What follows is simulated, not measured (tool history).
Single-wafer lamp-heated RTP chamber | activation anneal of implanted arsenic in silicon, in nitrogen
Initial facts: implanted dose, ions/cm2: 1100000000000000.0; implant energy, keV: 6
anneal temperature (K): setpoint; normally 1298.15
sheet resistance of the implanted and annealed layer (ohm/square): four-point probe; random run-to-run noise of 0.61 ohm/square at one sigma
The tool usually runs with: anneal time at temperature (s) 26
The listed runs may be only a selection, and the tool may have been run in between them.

run	hour	anneal temperature (K)	anneal time at temperature (s)	read-back reference wafer on the same gauge, sheet resistance	sheet resistance of the implanted and annealed layer (ohm/square)
1	0.0	1275.15	21	141.10	147.86
2	17.0	1298.15	26	141.06	124.63
3	26.4	1298.15	26	141.06	123.75
4	44.2	1291.15	26	140.85	127.01
5	59.2	1291.15	26	140.95	127.37
# hour 69.0: gauge calibrated
# hour 69.2: pyrometer window cleaned and pyrometer calibrated
6	74.9	1291.15	26	140.99	137.09
7	91.0	1298.15	26	140.78	130.35
# hour 106.6: reflector plate cleaned
8	107.1	1311.15	26	141.06	121.82
9	110.9	1291.15	26	141.04	135.05
10	119.8	1291.15	26	141.03	135.73
11	126.3	1298.15	35	141.15	122.24
12	135.2	1268.15	21	141.12	164.76
13	144.1	1277.15	26	141.09	147.23
14	154.2	1298.15	26	140.89	129.26
15	170.8	1306.15	26	140.92	125.04
16	176.9	1285.15	18	140.98	151.55

Forecast each of these 3 alternatives for the next run:
A	177.3	1298.15	42	?	?
B	177.3	1320.15	38	?	?
C	177.3	1282.15	31	?	?

run	read-back reference wafer on the same gauge, sheet resistance	sheet resistance of the implanted and annealed layer (ohm/square)
A	141.27	118.10
B	141.27	112.15
C	141.27	136.06
With no hidden state in the tool, these same runs would have given:
run	sheet resistance of the implanted and annealed layer (ohm/square)
A	119.89
B	113.34
C	139.50

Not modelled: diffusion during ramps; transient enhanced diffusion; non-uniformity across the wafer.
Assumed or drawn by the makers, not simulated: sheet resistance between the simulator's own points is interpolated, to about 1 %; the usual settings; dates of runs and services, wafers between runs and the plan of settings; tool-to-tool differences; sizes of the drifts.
